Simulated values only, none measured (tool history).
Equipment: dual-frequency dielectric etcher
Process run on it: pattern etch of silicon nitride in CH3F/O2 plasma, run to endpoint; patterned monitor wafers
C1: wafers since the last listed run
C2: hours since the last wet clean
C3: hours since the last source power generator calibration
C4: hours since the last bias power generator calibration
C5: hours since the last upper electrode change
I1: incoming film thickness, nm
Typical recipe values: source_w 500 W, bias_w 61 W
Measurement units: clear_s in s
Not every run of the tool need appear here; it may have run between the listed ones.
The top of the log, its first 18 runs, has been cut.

{"run": 19, "hour": 565.1, "source_w": 500, "bias_w": 61, "C1": 95, "C2": 444.1, "C3": 1880.7, "C4": 4935.7, "C5": 246.4, "I1": 73.8, "clear_s": 69.6}
{"run": 20, "hour": 595.9, "source_w": 570, "bias_w": 61, "C1": 161, "C2": 474.9, "C3": 1911.5, "C4": 4966.5, "C5": 277.2, "I1": 74.3, "clear_s": 66.2}
{"run": 21, "hour": 613.8, "source_w": 450, "bias_w": 75, "C1": 93, "C2": 492.8, "C3": 1929.4, "C4": 4984.4, "C5": 295.1, "I1": 74.7, "clear_s": 68.6}
{"hour": 628.1, "done": "bias power generator calibrated"}
{"hour": 639.2, "done": "wet clean of the chamber"}
{"run": 22, "hour": 647.1, "source_w": 500, "bias_w": 61, "C1": 94, "C2": 7.9, "C3": 1962.7, "C4": 19.0, "C5": 328.4, "I1": 73.2, "clear_s": 72.7}
{"hour": 664.0, "done": "source power generator calibrated"}
{"run": 23, "hour": 666.6, "source_w": 430, "bias_w": 61, "C1": 81, "C2": 27.4, "C3": 2.6, "C4": 38.5, "C5": 347.9, "I1": 73.4, "clear_s": 76.4}
{"run": 24, "hour": 686.1, "source_w": 390, "bias_w": 56, "C1": 102, "C2": 46.9, "C3": 22.1, "C4": 58.0, "C5": 367.4, "I1": 74.2, "clear_s": 81.6}
{"run": 25, "hour": 711.6, "source_w": 540, "bias_w": 75, "C1": 133, "C2": 72.4, "C3": 47.6, "C4": 83.5, "C5": 392.9, "I1": 74.5, "clear_s": 67.7}
{"run": 26, "hour": 729.8, "source_w": 420, "bias_w": 67, "C1": 95, "C2": 90.6, "C3": 65.8, "C4": 101.7, "C5": 411.1, "I1": 74.3, "clear_s": 75.8}
{"run": 27, "hour": 749.8, "source_w": 390, "bias_w": 73, "C1": 104, "C2": 110.6, "C3": 85.8, "C4": 121.7, "C5": 431.1, "I1": 73.6, "clear_s": 76.1}
{"run": 28, "hour": 766.8, "source_w": 620, "bias_w": 73, "C1": 89, "C2": 127.6, "C3": 102.8, "C4": 138.7, "C5": 448.1, "I1": 74.0, "clear_s": 64.0}
{"run": 29, "hour": 791.2, "source_w": 440, "bias_w": 61, "C1": 127, "C2": 152.0, "C3": 127.2, "C4": 163.1, "C5": 472.5, "I1": 74.4, "clear_s": 76.8}
{"run": 30, "hour": 803.6, "source_w": 440, "bias_w": 68, "C1": 64, "C2": 164.4, "C3": 139.6, "C4": 175.5, "C5": 484.9, "I1": 73.2, "clear_s": 73.1}
{"run": 31, "hour": 840.7, "source_w": 500, "bias_w": 61, "C1": 194, "C2": 201.5, "C3": 176.7, "C4": 212.6, "C5": 522.0, "I1": 74.6, "clear_s": 72.2}
{"run": 32, "hour": 861.5, "source_w": 580, "bias_w": 61, "C1": 108, "C2": 222.3, "C3": 197.5, "C4": 233.4, "C5": 542.8, "I1": 74.5, "clear_s": 68.3}
{"run": 33, "hour": 877.6, "source_w": 500, "bias_w": 47, "C1": 84, "C2": 238.4, "C3": 213.6, "C4": 249.5, "C5": 558.9, "I1": 73.3, "clear_s": 74.6}

The next listed run, before its measurement:
{"run": 34, "hour": 895.6, "source_w": 500, "bias_w": 70, "C1": 94, "C2": 256.4, "C3": 231.6, "C4": 267.5, "C5": 576.9, "I1": 74.6, "clear_s": "?"}

clear_s: 69.9 s
Minus the tool's unlogged condition, the same run would have read clear_s 71.4 s.
